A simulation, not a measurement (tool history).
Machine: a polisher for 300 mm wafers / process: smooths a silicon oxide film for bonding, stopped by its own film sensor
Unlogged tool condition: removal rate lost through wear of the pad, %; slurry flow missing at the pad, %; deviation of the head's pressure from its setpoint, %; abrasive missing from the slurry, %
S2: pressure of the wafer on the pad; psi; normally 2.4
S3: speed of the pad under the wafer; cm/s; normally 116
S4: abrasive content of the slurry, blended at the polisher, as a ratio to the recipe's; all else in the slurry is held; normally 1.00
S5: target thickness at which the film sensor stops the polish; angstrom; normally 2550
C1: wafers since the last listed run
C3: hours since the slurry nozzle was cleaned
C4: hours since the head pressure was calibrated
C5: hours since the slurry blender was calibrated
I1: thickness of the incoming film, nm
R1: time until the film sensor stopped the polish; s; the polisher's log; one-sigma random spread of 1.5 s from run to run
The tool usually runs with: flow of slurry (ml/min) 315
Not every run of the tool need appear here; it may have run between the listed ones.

run 1 hour=0.0 | flow_of_slurry_(ml/min)=315 S2=2.4 S3=116 S4=1.00 S5=2780 | C1=0 wafers_polished_on_this_pad=1967 C3=35.8 C4=586.5 C5=173.6 | I1=337.8 | R1=64.6
-- hour=20.5 head pressure recalibrated
run 2 hour=77.4 | flow_of_slurry_(ml/min)=315 S2=2.4 S3=116 S4=1.00 S5=2780 | C1=729 wafers_polished_on_this_pad=2697 C3=113.2 C4=56.9 C5=251.0 | I1=338.1 | R1=68.6
-- hour=120.7 worn pad replaced by a new one
run 3 hour=148.1 | flow_of_slurry_(ml/min)=345 S2=2.4 S3=116 S4=1.00 S5=2550 | C1=645 wafers_polished_on_this_pad=265 C3=183.9 C4=127.6 C5=321.7 | I1=339.6 | R1=88.6
run 4 hour=195.9 | flow_of_slurry_(ml/min)=345 S2=2.4 S3=116 S4=1.00 S5=2550 | C1=462 wafers_polished_on_this_pad=727 C3=231.7 C4=175.4 C5=369.5 | I1=338.8 | R1=86.1
run 5 hour=243.0 | flow_of_slurry_(ml/min)=345 S2=2.4 S3=116 S4=1.00 S5=2550 | C1=455 wafers_polished_on_this_pad=1183 C3=278.8 C4=222.5 C5=416.6 | I1=343.6 | R1=93.0
-- hour=308.1 slurry blender recalibrated
run 6 hour=340.2 | flow_of_slurry_(ml/min)=315 S2=2.4 S3=116 S4=1.00 S5=2550 | C1=921 wafers_polished_on_this_pad=2104 C3=376.0 C4=319.7 C5=32.1 | I1=337.8 | R1=90.7
run 7 hour=408.4 | flow_of_slurry_(ml/min)=315 S2=2.4 S3=116 S4=1.00 S5=2550 | C1=660 wafers_polished_on_this_pad=2764 C3=444.2 C4=387.9 C5=100.3 | I1=334.2 | R1=89.9
-- hour=437.5 worn pad replaced by a new one
run 8 hour=500.2 | flow_of_slurry_(ml/min)=285 S2=2.4 S3=116 S4=1.00 S5=2550 | C1=849 wafers_polished_on_this_pad=607 C3=536.0 C4=479.7 C5=192.1 | I1=336.5 | R1=84.9
run 9 hour=580.2 | flow_of_slurry_(ml/min)=315 S2=2.4 S3=116 S4=1.00 S5=2550 | C1=774 wafers_polished_on_this_pad=1381 C3=616.0 C4=559.7 C5=272.1 | I1=341.7 | R1=89.8
run 10 hour=654.8 | flow_of_slurry_(ml/min)=315 S2=2.4 S3=116 S4=1.00 S5=2550 | C1=721 wafers_polished_on_this_pad=2103 C3=690.6 C4=634.3 C5=346.7 | I1=336.9 | R1=87.6
-- hour=686.2 head pressure recalibrated
run 11 hour=701.3 | flow_of_slurry_(ml/min)=315 S2=2.4 S3=128 S4=1.25 S5=2550 | C1=430 wafers_polished_on_this_pad=2534 C3=737.1 C4=15.1 C5=393.2 | I1=340.4 | R1=78.4
-- hour=729.6 worn pad replaced by a new one
-- hour=748.1 slurry nozzle cleaned
-- hour=761.8 slurry blender recalibrated
run 12 hour=799.4 | flow_of_slurry_(ml/min)=315 S2=2.4 S3=116 S4=1.00 S5=2550 | C1=881 wafers_polished_on_this_pad=646 C3=51.3 C4=113.2 C5=37.6 | I1=340.0 | R1=89.3
run 13 hour=844.2 | flow_of_slurry_(ml/min)=315 S2=2.4 S3=142 S4=1.00 S5=2550 | C1=433 wafers_polished_on_this_pad=1079 C3=96.1 C4=158.0 C5=82.4 | I1=340.4 | R1=77.0
run 14 hour=941.4 | flow_of_slurry_(ml/min)=230 S2=2.4 S3=116 S4=1.00 S5=2550 | C1=940 wafers_polished_on_this_pad=2020 C3=193.3 C4=255.2 C5=179.6 | I1=343.1 | R1=98.4
-- hour=1031.8 worn pad replaced by a new one
run 15 hour=1034.5 | flow_of_slurry_(ml/min)=315 S2=2.4 S3=116 S4=1.00 S5=2550 | C1=862 wafers_polished_on_this_pad=26 C3=286.4 C4=348.3 C5=272.7 | I1=341.9 | R1=88.1
run 16 hour=1116.5 | flow_of_slurry_(ml/min)=315 S2=2.4 S3=116 S4=1.00 S5=2550 | C1=793 wafers_polished_on_this_pad=820 C3=368.4 C4=430.3 C5=354.7 | I1=343.4 | R1=90.8
run 17 hour=1194.1 | flow_of_slurry_(ml/min)=315 S2=2.4 S3=116 S4=1.00 S5=2350 | C1=750 wafers_polished_on_this_pad=1571 C3=446.0 C4=507.9 C5=432.3 | I1=343.4 | R1=119.1
-- hour=1200.4 slurry blender recalibrated
-- hour=1260.1 head pressure recalibrated
run 18 hour=1291.5 | flow_of_slurry_(ml/min)=265 S2=2.4 S3=138 S4=0.85 S5=2550 | C1=903 wafers_polished_on_this_pad=2474 C3=543.4 C4=31.4 C5=91.1 | I1=335.4 | R1=83.9
-- hour=1341.8 worn pad replaced by a new one
run 19 hour=1391.7 | flow_of_slurry_(ml/min)=315 S2=2.4 S3=116 S4=1.00 S5=2550 | C1=931 wafers_polished_on_this_pad=482 C3=643.6 C4=131.6 C5=191.3 | I1=343.0 | R1=91.8
-- hour=1533.2 slurry nozzle cleaned
-- hour=1634.5 slurry blender recalibrated
run 20 hour=1693.7 | flow_of_slurry_(ml/min)=400 S2=1.7 S3=116 S4=1.20 S5=2460 | C1=2893 wafers_polished_on_this_pad=3376 C3=160.5 C4=433.6 C5=59.2 | I1=337.0 | R1=138.4

Selected run-to-run steps in R1, each split into two signed amounts: the part the tool would show with no hidden state at all (from settings, incoming material and random variation), and the remainder, which goes to the hidden state together with any gauge scatter not common to the measured and the hidden-state-free results:
Run 7 -> 8: flow of slurry (ml/min) 315 -> 285, worn pad replaced by a new one. R1 -5.0 s: hidden state -8.5, all else +3.5.
Run 17 -> 18: flow of slurry (ml/min) 315 -> 265, S3 116 -> 138, S4 1.00 -> 0.85, S5 2350 -> 2550, slurry blender recalibrated, head pressure recalibrated. R1 -35.2 s: hidden state +0.4, all else -35.6.
Run 19 -> 20: flow of slurry (ml/min) 315 -> 400, S2 2.4 -> 1.7, S4 1.00 -> 1.20, S5 2550 -> 2460, slurry nozzle cleaned, slurry blender recalibrated. R1 +46.6 s: hidden state +16.4, all else +30.2.
